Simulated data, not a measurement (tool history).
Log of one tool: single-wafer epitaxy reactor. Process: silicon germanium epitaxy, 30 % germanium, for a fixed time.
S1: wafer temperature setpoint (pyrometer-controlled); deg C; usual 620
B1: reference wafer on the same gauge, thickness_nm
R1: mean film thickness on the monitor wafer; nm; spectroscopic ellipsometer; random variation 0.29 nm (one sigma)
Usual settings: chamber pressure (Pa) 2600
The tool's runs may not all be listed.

Run 1, hour 0: usual settings but chamber pressure (Pa) 2200; B1 86.291. Result: R1 74.959 nm.
Run 2, hour 40.1: usual settings but chamber pressure (Pa) 2200; B1 85.96. Result: R1 75.006 nm.
Run 3, hour 111: usual settings; B1 85.774. Result: R1 81.03 nm.
Run 4, hour 137.2: usual settings; B1 85.69. Result: R1 80.42 nm.
Run 5, hour 183.1: usual settings but S1 625 deg C; B1 85.765. Result: R1 87.174 nm.
Run 6, hour 207.3: usual settings; B1 85.604. Result: R1 81.159 nm.
Run 7, hour 235.5: usual settings; B1 85.424. Result: R1 80.159 nm.
Run 8, hour 276.4: usual settings; B1 85.549. Result: R1 80.283 nm.
Run 9, hour 305.1: usual settings; B1 85.462. Result: R1 80.02 nm.
Run 10, hour 356.3: usual settings; B1 85.324. Result: R1 79.835 nm.
At hour 429.9: capacitance manometer re-zeroed and calibrated.
Run 11, hour 472: usual settings; B1 85.133. Result: R1 79.626 nm.
At hour 524.1: pyrometer calibrated.
Run 12, hour 529.4: usual settings but chamber pressure (Pa) 2800; B1 84.9. Result: R1 82.133 nm.
Run 13, hour 576.2: usual settings but chamber pressure (Pa) 2800; B1 85.017. Result: R1 83.323 nm.
Run 14, hour 642.3: usual settings but chamber pressure (Pa) 2800; B1 84.985. Result: R1 82.62 nm.
Run 15, hour 682.1: usual settings; B1 84.968. Result: R1 79.825 nm.
Run 16, hour 717.9: usual settings but S1 610 deg C, chamber pressure (Pa) 2346; B1 85.046. Result: R1 65.286 nm.
Run 17, hour 788.5: usual settings; B1 84.841. Result: R1 79.994 nm.
Run 18, hour 834.8: usual settings but S1 626 deg C; B1 85.053. Result: R1 87.976 nm.
Run 19, hour 873.3: usual settings but S1 611 deg C, chamber pressure (Pa) 2293; B1 84.844. Result: R1 65.755 nm.
Run 20, hour 908.8: usual settings but chamber pressure (Pa) 2920; B1 84.945. Result: R1 83.542 nm.
Run 21, hour 937.1: usual settings; B1 84.873. Result: R1 80.081 nm.
Run 22, hour 976.9: usual settings but S1 611 deg C; B1 84.89. Result: R1 69.256 nm.
Run 23, hour 1002.3: usual settings but S1 632 deg C; B1 84.692. Result: R1 95.966 nm.
Run 24, hour 1066.6: usual settings but S1 611 deg C, chamber pressure (Pa) 2866; B1 84.65. Result: R1 72.176 nm.
Run 25, hour 1127.8: usual settings but S1 627 deg C, chamber pressure (Pa) 2120; B1 84.723. Result: R1 80.571 nm.
Run 26, hour 1170.7: usual settings but S1 630 deg C, chamber pressure (Pa) 2946; B1 84.71. Result: R1 98.168 nm.
At hour 1204.7: showerhead replaced.
At hour 1255.1: gauge calibrated.
Run 27, hour 1271.5: usual settings but S1 633 deg C, chamber pressure (Pa) 3013; B1 87.271. Result: R1 106.934 nm.
Run 28, hour 1329.1: usual settings but S1 627 deg C, chamber pressure (Pa) 2800; B1 87.054. Result: R1 93.973 nm.
Run 29, hour 1369.8: usual settings but S1 613 deg C; B1 86.988. Result: R1 72.806 nm.
Run 30, hour 1396: usual settings; B1 86.673. Result: R1 82.06 nm.
Run 31, hour 1445.9: usual settings but S1 631 deg C, chamber pressure (Pa) 2200; B1 86.56. Result: R1 89.215 nm.
Run 32, hour 1503.4: usual settings but S1 628 deg C; B1 86.511. Result: R1 92.288 nm.
Run 33, hour 1533.3: usual settings but S1 612 deg C, chamber pressure (Pa) 1973; B1 86.387. Result: R1 63.395 nm.
Run 34, hour 1565.6: usual settings but S1 630 deg C, chamber pressure (Pa) 3000; B1 86.35. Result: R1 100.375 nm.
Run 35, hour 1631.4: usual settings; B1 86.123. Result: R1 81.373 nm.
Run 36, hour 1680.4: usual settings but S1 629 deg C, chamber pressure (Pa) 1960; B1 86.084. Result: R1 81.509 nm.

3 ways to go on from here, each from the tool as it stands after run 36. What would each give?
Run A, hour 1680.8: usual settings but S1 612 deg C; B1 ?. Result: R1 ?.
Run B, hour 1680.8: usual settings but S1 631 deg C, chamber pressure (Pa) 3213; B1 ?. Result: R1 ?.
Run C, hour 1680.8: usual settings but S1 628 deg C, chamber pressure (Pa) 2946; B1 ?. Result: R1 ?.

run      B1       R1
  A  86.183   71.112
  B  86.183  104.913
  C  86.183   96.473
Without the tool's hidden state the same runs would have given:
run      R1
  A  72.141
  B  106.43
  C  97.867
